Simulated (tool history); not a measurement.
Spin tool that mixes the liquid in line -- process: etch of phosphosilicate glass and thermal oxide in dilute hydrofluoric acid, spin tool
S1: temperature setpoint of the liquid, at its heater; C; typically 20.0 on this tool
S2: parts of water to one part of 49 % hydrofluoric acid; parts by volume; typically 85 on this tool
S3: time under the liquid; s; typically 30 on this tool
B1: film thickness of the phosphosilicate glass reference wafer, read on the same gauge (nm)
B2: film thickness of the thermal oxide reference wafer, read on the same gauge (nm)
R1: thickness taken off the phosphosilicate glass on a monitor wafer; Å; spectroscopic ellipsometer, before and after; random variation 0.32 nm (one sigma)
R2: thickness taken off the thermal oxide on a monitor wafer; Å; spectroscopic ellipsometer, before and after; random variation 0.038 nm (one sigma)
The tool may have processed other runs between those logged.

run 1 hour=0.0 | S1=20.0 S2=85 S3=30 | B1=88.10 B2=117.494 | R1=574.8 R2=14.40
run 2 hour=17.8 | S1=20.0 S2=85 S3=45 | B1=88.10 B2=117.453 | R1=860.9 R2=21.18
run 3 hour=32.1 | S1=20.0 S2=85 S3=45 | B1=88.07 B2=117.427 | R1=861.3 R2=20.34
run 4 hour=62.7 | S1=20.0 S2=85 S3=45 | B1=88.05 B2=117.390 | R1=864.2 R2=21.95
run 5 hour=77.2 | S1=20.0 S2=85 S3=20 | B1=88.02 B2=117.333 | R1=383.9 R2=9.82
run 6 hour=99.4 | S1=20.0 S2=85 S3=20 | B1=87.98 B2=117.337 | R1=381.8 R2=9.52
-- hour=102.3 hydrofluoric acid flow meter replaced
run 7 hour=113.6 | S1=22.0 S2=85 S3=45 | B1=87.95 B2=117.331 | R1=942.4 R2=22.86
run 8 hour=147.6 | S1=24.0 S2=55 S3=45 | B1=87.94 B2=117.259 | R1=1626.0 R2=39.76
run 9 hour=179.4 | S1=17.0 S2=85 S3=30 | B1=87.95 B2=117.261 | R1=507.4 R2=12.17
run 10 hour=193.4 | S1=20.0 S2=85 S3=30 | B1=87.90 B2=117.214 | R1=578.9 R2=13.76
run 11 hour=220.4 | S1=17.0 S2=115 S3=20 | B1=87.90 B2=117.218 | R1=240.1 R2=6.00
run 12 hour=234.9 | S1=20.0 S2=85 S3=30 | B1=87.92 B2=117.175 | R1=575.3 R2=14.59
run 13 hour=264.3 | S1=20.0 S2=85 S3=50 | B1=87.87 B2=117.171 | R1=949.7 R2=25.14
run 14 hour=281.5 | S1=22.0 S2=65 S3=50 | B1=87.88 B2=117.158 | R1=1383.4 R2=33.72
-- hour=300.5 thermometer replaced
run 15 hour=301.0 | S1=21.5 S2=70 S3=15 | B1=87.86 B2=117.126 | R1=374.8 R2=9.60
-- hour=319.9 gauge calibrated
run 16 hour=326.1 | S1=20.0 S2=85 S3=30 | B1=90.17 B2=120.249 | R1=588.2 R2=14.83
run 17 hour=348.6 | S1=20.0 S2=60 S3=30 | B1=89.95 B2=119.934 | R1=860.2 R2=20.29
run 18 hour=375.4 | S1=18.0 S2=100 S3=40 | B1=89.69 B2=119.604 | R1=598.8 R2=14.38
run 19 hour=394.9 | S1=17.0 S2=110 S3=15 | B1=89.53 B2=119.390 | R1=195.0 R2=4.73
run 20 hour=415.3 | S1=20.0 S2=95 S3=30 | B1=89.35 B2=119.143 | R1=517.6 R2=12.10
run 21 hour=439.7 | S1=23.5 S2=50 S3=40 | B1=89.21 B2=118.929 | R1=1594.0 R2=39.19
run 22 hour=466.2 | S1=20.0 S2=100 S3=30 | B1=89.04 B2=118.703 | R1=488.3 R2=12.08
run 23 hour=496.9 | S1=24.0 S2=100 S3=15 | B1=88.88 B2=118.492 | R1=285.6 R2=7.10
run 24 hour=511.6 | S1=20.0 S2=100 S3=30 | B1=88.77 B2=118.406 | R1=486.3 R2=12.36
run 25 hour=545.2 | S1=20.0 S2=85 S3=30 | B1=88.66 B2=118.168 | R1=574.9 R2=14.42
run 26 hour=568.6 | S1=20.0 S2=85 S3=30 | B1=88.56 B2=118.067 | R1=577.5 R2=14.00
run 27 hour=580.8 | S1=22.5 S2=85 S3=45 | B1=88.48 B2=118.011 | R1=964.4 R2=22.65

3 ways to go on from here, each from the tool as it stands after run 27. What would each give?
run A hour=581.2 | S1=20.0 S2=85 S3=30 | B1=? B2=? | R1=? R2=?
run B hour=581.2 | S1=20.0 S2=55 S3=30 | B1=? B2=? | R1=? R2=?
run C hour=581.2 | S1=22.0 S2=115 S3=50 | B1=? B2=? | R1=? R2=?

run=A B1=88.49 B2=118.020 R1=576.7 R2=13.95
run=B B1=88.49 B2=118.020 R1=923.1 R2=22.34
run=C B1=88.49 B2=118.020 R1=744.7 R2=18.02
Stripped of hidden state, with their random variation kept, the same runs would have yielded:
run=A R1=586.5 R2=14.19
run=B R1=938.7 R2=22.71
run=C R1=757.3 R2=18.32
